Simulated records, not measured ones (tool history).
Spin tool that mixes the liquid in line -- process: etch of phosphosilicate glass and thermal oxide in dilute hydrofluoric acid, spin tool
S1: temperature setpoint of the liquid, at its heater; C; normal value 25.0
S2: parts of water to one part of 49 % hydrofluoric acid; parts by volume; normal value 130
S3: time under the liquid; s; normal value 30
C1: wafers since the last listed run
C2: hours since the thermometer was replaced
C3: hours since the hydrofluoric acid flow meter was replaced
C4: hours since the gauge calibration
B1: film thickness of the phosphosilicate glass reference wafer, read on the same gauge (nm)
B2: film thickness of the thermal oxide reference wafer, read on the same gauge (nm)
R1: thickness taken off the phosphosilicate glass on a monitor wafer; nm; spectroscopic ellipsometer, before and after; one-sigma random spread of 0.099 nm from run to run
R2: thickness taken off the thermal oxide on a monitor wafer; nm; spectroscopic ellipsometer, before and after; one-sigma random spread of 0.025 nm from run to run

{"run": 1, "hour": 0.0, "S1": 25.0, "S2": 130, "S3": 30, "C1": 0, "C2": 2572.6, "C3": 1206.9, "C4": 67.9, "B1": 130.01, "B2": 119.969, "R1": 15.01, "R2": 1.049}
{"run": 2, "hour": 17.3, "S1": 25.0, "S2": 130, "S3": 30, "C1": 254, "C2": 2589.9, "C3": 1224.2, "C4": 85.2, "B1": 130.0, "B2": 120.02, "R1": 14.9, "R2": 1.031}
{"run": 3, "hour": 31.5, "S1": 25.0, "S2": 130, "S3": 30, "C1": 208, "C2": 2604.1, "C3": 1238.4, "C4": 99.4, "B1": 130.02, "B2": 119.979, "R1": 14.97, "R2": 1.039}
{"run": 4, "hour": 43.7, "S1": 25.0, "S2": 130, "S3": 30, "C1": 179, "C2": 2616.3, "C3": 1250.6, "C4": 111.6, "B1": 129.99, "B2": 119.992, "R1": 14.81, "R2": 1.073}
{"run": 5, "hour": 51.6, "S1": 25.0, "S2": 130, "S3": 30, "C1": 116, "C2": 2624.2, "C3": 1258.5, "C4": 119.5, "B1": 130.02, "B2": 120.002, "R1": 14.84, "R2": 1.04}
{"run": 6, "hour": 68.1, "S1": 25.0, "S2": 160, "S3": 30, "C1": 242, "C2": 2640.7, "C3": 1275.0, "C4": 136.0, "B1": 130.0, "B2": 119.983, "R1": 11.58, "R2": 0.826}
{"run": 7, "hour": 78.1, "S1": 25.0, "S2": 130, "S3": 30, "C1": 146, "C2": 2650.7, "C3": 1285.0, "C4": 146.0, "B1": 129.98, "B2": 119.99, "R1": 14.78, "R2": 1.002}
{"run": 8, "hour": 88.3, "S1": 25.0, "S2": 130, "S3": 30, "C1": 149, "C2": 2660.9, "C3": 1295.2, "C4": 156.2, "B1": 130.0, "B2": 120.046, "R1": 14.86, "R2": 1.051}
{"run": 9, "hour": 101.9, "S1": 25.0, "S2": 130, "S3": 30, "C1": 199, "C2": 2674.5, "C3": 1308.8, "C4": 169.8, "B1": 129.99, "B2": 120.023, "R1": 14.73, "R2": 1.022}
{"run": 10, "hour": 116.7, "S1": 25.0, "S2": 130, "S3": 15, "C1": 217, "C2": 2689.3, "C3": 1323.6, "C4": 184.6, "B1": 129.99, "B2": 120.005, "R1": 7.35, "R2": 0.532}
{"run": 11, "hour": 123.3, "S1": 25.0, "S2": 130, "S3": 15, "C1": 97, "C2": 2695.9, "C3": 1330.2, "C4": 191.2, "B1": 130.01, "B2": 120.01, "R1": 7.35, "R2": 0.51}
{"run": 12, "hour": 137.3, "S1": 25.0, "S2": 130, "S3": 30, "C1": 205, "C2": 2709.9, "C3": 1344.2, "C4": 205.2, "B1": 129.99, "B2": 119.978, "R1": 14.8, "R2": 1.038}
{"run": 13, "hour": 143.7, "S1": 25.0, "S2": 85, "S3": 20, "C1": 94, "C2": 2716.3, "C3": 1350.6, "C4": 211.6, "B1": 130.01, "B2": 119.942, "R1": 15.9, "R2": 1.133}
{"hour": 147.9, "done": "gauge calibrated"}
{"run": 14, "hour": 157.1, "S1": 20.0, "S2": 130, "S3": 50, "C1": 196, "C2": 2729.7, "C3": 1364.0, "C4": 9.2, "B1": 129.99, "B2": 119.994, "R1": 20.27, "R2": 1.382}
{"run": 15, "hour": 167.2, "S1": 25.0, "S2": 130, "S3": 25, "C1": 148, "C2": 2739.8, "C3": 1374.1, "C4": 19.3, "B1": 130.0, "B2": 120.029, "R1": 12.3, "R2": 0.821}
{"run": 16, "hour": 177.9, "S1": 25.0, "S2": 105, "S3": 30, "C1": 157, "C2": 2750.5, "C3": 1384.8, "C4": 30.0, "B1": 130.0, "B2": 119.971, "R1": 18.63, "R2": 1.293}
{"run": 17, "hour": 187.7, "S1": 23.5, "S2": 130, "S3": 20, "C1": 144, "C2": 2760.3, "C3": 1394.6, "C4": 39.8, "B1": 129.99, "B2": 120.0, "R1": 9.3, "R2": 0.641}
{"hour": 189.2, "done": "thermometer replaced"}
{"run": 18, "hour": 199.4, "S1": 25.0, "S2": 130, "S3": 45, "C1": 157, "C2": 10.2, "C3": 1406.3, "C4": 51.5, "B1": 130.01, "B2": 119.988, "R1": 21.69, "R2": 1.496}
{"hour": 200.8, "done": "hydrofluoric acid flow meter replaced"}
{"run": 19, "hour": 216.8, "S1": 25.0, "S2": 105, "S3": 35, "C1": 241, "C2": 27.6, "C3": 16.0, "C4": 68.9, "B1": 130.01, "B2": 120.011, "R1": 24.97, "R2": 1.741}
{"run": 20, "hour": 230.4, "S1": 28.5, "S2": 90, "S3": 45, "C1": 199, "C2": 41.2, "C3": 29.6, "C4": 82.5, "B1": 129.99, "B2": 120.02, "R1": 43.4, "R2": 3.026}
{"run": 21, "hour": 247.3, "S1": 23.5, "S2": 130, "S3": 20, "C1": 248, "C2": 58.1, "C3": 46.5, "C4": 99.4, "B1": 129.99, "B2": 120.001, "R1": 10.39, "R2": 0.725}
{"run": 22, "hour": 264.2, "S1": 25.0, "S2": 130, "S3": 30, "C1": 248, "C2": 75.0, "C3": 63.4, "C4": 116.3, "B1": 130.0, "B2": 120.02, "R1": 16.71, "R2": 1.123}
{"run": 23, "hour": 293.3, "S1": 25.0, "S2": 130, "S3": 30, "C1": 427, "C2": 104.1, "C3": 92.5, "C4": 145.4, "B1": 130.0, "B2": 120.016, "R1": 16.39, "R2": 1.123}

What the log doesn't show, run by run:
liquid hotter than its thermometer reads (K): 0 in every run
gauge reads high (%): 0 in every run
H1: hydrofluoric acid flow below the setpoint (%)
run=1 H1=9.98
run=2 H1=10.1
run=3 H1=10.2
run=4 H1=10.3
run=5 H1=10.4
run=6 H1=10.5
run=7 H1=10.6
run=8 H1=10.7
run=9 H1=10.8
run=10 H1=10.9
run=11 H1=11
run=12 H1=11.1
run=13 H1=11.1
run=14 H1=11.2
run=15 H1=11.3
run=16 H1=11.4
run=17 H1=11.5
run=18 H1=11.6
run=19 H1=0.766
run=20 H1=0.876
run=21 H1=1.01
run=22 H1=1.15
run=23 H1=1.38

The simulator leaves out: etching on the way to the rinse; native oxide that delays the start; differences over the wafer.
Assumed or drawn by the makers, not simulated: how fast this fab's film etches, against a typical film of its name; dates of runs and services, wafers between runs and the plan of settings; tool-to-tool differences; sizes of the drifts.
